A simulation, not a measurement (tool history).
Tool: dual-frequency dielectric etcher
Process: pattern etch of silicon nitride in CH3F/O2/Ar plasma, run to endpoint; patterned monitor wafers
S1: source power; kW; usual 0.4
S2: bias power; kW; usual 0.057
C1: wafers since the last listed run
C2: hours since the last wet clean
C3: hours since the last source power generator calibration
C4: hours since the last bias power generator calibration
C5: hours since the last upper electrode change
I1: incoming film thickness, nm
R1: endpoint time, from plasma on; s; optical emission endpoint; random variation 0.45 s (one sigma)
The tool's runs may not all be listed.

{"run": 1, "hour": 0.0, "S1": 0.4, "S2": 0.057, "C1": 0, "C2": 0.5, "C3": 2209.2, "C4": 3614.7, "C5": 4241.3, "I1": 31.13, "R1": 54.1}
{"run": 2, "hour": 54.0, "S1": 0.35, "S2": 0.057, "C1": 527, "C2": 54.5, "C3": 2263.2, "C4": 3668.7, "C5": 4295.3, "I1": 30.9, "R1": 58.2}
{"run": 3, "hour": 97.4, "S1": 0.44, "S2": 0.057, "C1": 423, "C2": 97.9, "C3": 2306.6, "C4": 3712.1, "C5": 4338.7, "I1": 30.97, "R1": 50.7}
{"run": 4, "hour": 190.6, "S1": 0.44, "S2": 0.057, "C1": 910, "C2": 191.1, "C3": 2399.8, "C4": 3805.3, "C5": 4431.9, "I1": 30.81, "R1": 49.8}
{"run": 5, "hour": 266.3, "S1": 0.44, "S2": 0.057, "C1": 739, "C2": 266.8, "C3": 2475.5, "C4": 3881, "C5": 4507.6, "I1": 30.92, "R1": 50.4}
{"run": 6, "hour": 363.4, "S1": 0.4, "S2": 0.057, "C1": 948, "C2": 363.9, "C3": 2572.6, "C4": 3978.1, "C5": 4604.7, "I1": 30.99, "R1": 52.8}
{"run": 7, "hour": 404.8, "S1": 0.4, "S2": 0.057, "C1": 404, "C2": 405.3, "C3": 2614, "C4": 4019.5, "C5": 4646.1, "I1": 30.69, "R1": 52}
{"run": 8, "hour": 508.3, "S1": 0.4, "S2": 0.057, "C1": 1010, "C2": 508.8, "C3": 2717.5, "C4": 4123, "C5": 4749.6, "I1": 30.92, "R1": 51.3}
{"run": 9, "hour": 604.4, "S1": 0.37, "S2": 0.057, "C1": 938, "C2": 604.9, "C3": 2813.6, "C4": 4219.1, "C5": 4845.7, "I1": 31.03, "R1": 53.8}
{"run": 10, "hour": 670.8, "S1": 0.37, "S2": 0.057, "C1": 648, "C2": 671.3, "C3": 2880, "C4": 4285.5, "C5": 4912.1, "I1": 30.81, "R1": 53.2}
{"hour": 717.0, "done": "wet clean of the chamber"}
{"run": 11, "hour": 717.5, "S1": 0.37, "S2": 0.057, "C1": 221, "C2": 0.5, "C3": 2926.7, "C4": 4332.2, "C5": 4958.8, "I1": 30.96, "R1": 56.1}
{"run": 12, "hour": 817.5, "S1": 0.44, "S2": 0.067, "C1": 976, "C2": 100.5, "C3": 3026.7, "C4": 4432.2, "C5": 5058.8, "I1": 30.72, "R1": 47.1}
{"run": 13, "hour": 913.0, "S1": 0.44, "S2": 0.067, "C1": 932, "C2": 196, "C3": 3122.2, "C4": 4527.7, "C5": 5154.3, "I1": 30.96, "R1": 47.2}
{"run": 14, "hour": 990.5, "S1": 0.45, "S2": 0.047, "C1": 756, "C2": 273.5, "C3": 3199.7, "C4": 4605.2, "C5": 5231.8, "I1": 30.55, "R1": 52.9}
{"run": 15, "hour": 1038.0, "S1": 0.45, "S2": 0.057, "C1": 463, "C2": 321, "C3": 3247.2, "C4": 4652.7, "C5": 5279.3, "I1": 31.1, "R1": 49.6}
{"run": 16, "hour": 1105.5, "S1": 0.45, "S2": 0.057, "C1": 659, "C2": 388.5, "C3": 3314.7, "C4": 4720.2, "C5": 5346.8, "I1": 31.04, "R1": 49.7}
{"run": 17, "hour": 1184.8, "S1": 0.46, "S2": 0.048, "C1": 774, "C2": 467.8, "C3": 3394, "C4": 4799.5, "C5": 5426.1, "I1": 30.94, "R1": 51.9}
{"hour": 1203.2, "done": "bias power generator calibrated"}
{"run": 18, "hour": 1278.4, "S1": 0.49, "S2": 0.051, "C1": 875, "C2": 561.4, "C3": 3487.6, "C4": 75.2, "C5": 5519.7, "I1": 31.07, "R1": 49.2}
{"run": 19, "hour": 1345.6, "S1": 0.5, "S2": 0.046, "C1": 656, "C2": 628.6, "C3": 3554.8, "C4": 142.4, "C5": 5586.9, "I1": 30.76, "R1": 50.1}
{"hour": 1385.8, "done": "upper electrode replaced, of another model than before"}
{"hour": 1387.4, "done": "wet clean of the chamber"}
{"run": 20, "hour": 1410.5, "S1": 0.34, "S2": 0.067, "C1": 384, "C2": 23.1, "C3": 3619.7, "C4": 207.3, "C5": 24.7, "I1": 30.88, "R1": 54.2}
{"run": 21, "hour": 1456.7, "S1": 0.37, "S2": 0.057, "C1": 451, "C2": 69.3, "C3": 3665.9, "C4": 253.5, "C5": 70.9, "I1": 31.15, "R1": 55.2}
{"run": 22, "hour": 1517.1, "S1": 0.4, "S2": 0.057, "C1": 589, "C2": 129.7, "C3": 3726.3, "C4": 313.9, "C5": 131.3, "I1": 30.85, "R1": 52.8}
{"run": 23, "hour": 1587.3, "S1": 0.34, "S2": 0.069, "C1": 685, "C2": 199.9, "C3": 3796.5, "C4": 384.1, "C5": 201.5, "I1": 31.19, "R1": 53.3}
{"run": 24, "hour": 1659.0, "S1": 0.35, "S2": 0.065, "C1": 700, "C2": 271.6, "C3": 3868.2, "C4": 455.8, "C5": 273.2, "I1": 30.92, "R1": 53.4}
{"run": 25, "hour": 1704.5, "S1": 0.48, "S2": 0.044, "C1": 444, "C2": 317.1, "C3": 3913.7, "C4": 501.3, "C5": 318.7, "I1": 31.5, "R1": 53.3}
{"run": 26, "hour": 1744.5, "S1": 0.44, "S2": 0.07, "C1": 390, "C2": 357.1, "C3": 3953.7, "C4": 541.3, "C5": 358.7, "I1": 30.76, "R1": 47.7}
{"hour": 1816.4, "done": "source power generator calibrated"}
{"run": 27, "hour": 1838.1, "S1": 0.37, "S2": 0.052, "C1": 875, "C2": 450.7, "C3": 21.7, "C4": 634.9, "C5": 452.3, "I1": 31.28, "R1": 55.7}
{"run": 28, "hour": 1911.1, "S1": 0.4, "S2": 0.046, "C1": 712, "C2": 523.7, "C3": 94.7, "C4": 707.9, "C5": 525.3, "I1": 30.89, "R1": 54.1}
{"run": 29, "hour": 1987.9, "S1": 0.34, "S2": 0.069, "C1": 750, "C2": 600.5, "C3": 171.5, "C4": 784.7, "C5": 602.1, "I1": 31.28, "R1": 52.3}
{"hour": 2076.1, "done": "wet clean of the chamber"}
{"run": 30, "hour": 2304.6, "S1": 0.31, "S2": 0.05, "C1": 2858, "C2": 228.5, "C3": 488.2, "C4": 1101.4, "C5": 918.8, "I1": 30.84, "R1": 60}
{"run": 31, "hour": 2370.8, "S1": 0.34, "S2": 0.051, "C1": 646, "C2": 294.7, "C3": 554.4, "C4": 1167.6, "C5": 985, "I1": 31, "R1": 58.2}
{"run": 32, "hour": 2473.3, "S1": 0.37, "S2": 0.065, "C1": 1001, "C2": 397.2, "C3": 656.9, "C4": 1270.1, "C5": 1087.5, "I1": 31.23, "R1": 53.4}
{"run": 33, "hour": 2509.4, "S1": 0.33, "S2": 0.057, "C1": 352, "C2": 433.3, "C3": 693, "C4": 1306.2, "C5": 1123.6, "I1": 30.73, "R1": 55.3}
{"hour": 2672.9, "done": "wet clean of the chamber"}
{"run": 34, "hour": 2673.4, "S1": 0.35, "S2": 0.065, "C1": 1367, "C2": 0.5, "C3": 857, "C4": 1470.2, "C5": 1287.6, "I1": 30.95, "R1": 54.5}
{"run": 35, "hour": 2801.5, "S1": 0.4, "S2": 0.057, "C1": 1251, "C2": 128.6, "C3": 985.1, "C4": 1598.3, "C5": 1415.7, "I1": 31.07, "R1": 53.8}

Forecast each of these 4 alternatives for the next run:
{"run": "A", "hour": 2801.9, "S1": 0.4, "S2": 0.057, "C1": 3, "C2": 129, "C3": 985.5, "C4": 1598.7, "C5": 1416.1, "I1": 31, "R1": "?"}
{"run": "B", "hour": 2801.9, "S1": 0.37, "S2": 0.067, "C1": 3, "C2": 129, "C3": 985.5, "C4": 1598.7, "C5": 1416.1, "I1": 31, "R1": "?"}
{"run": "C", "hour": 2801.9, "S1": 0.48, "S2": 0.049, "C1": 3, "C2": 129, "C3": 985.5, "C4": 1598.7, "C5": 1416.1, "I1": 31, "R1": "?"}
{"run": "D", "hour": 2801.9, "S1": 0.4, "S2": 0.049, "C1": 3, "C2": 129, "C3": 985.5, "C4": 1598.7, "C5": 1416.1, "I1": 31, "R1": "?"}

run=A R1=54.2
run=B R1=53.5
run=C R1=52.6
run=D R1=56.2
Without the tool's hidden state the same runs would have given:
run=A R1=54.7
run=B R1=54
run=C R1=53.1
run=D R1=56.7
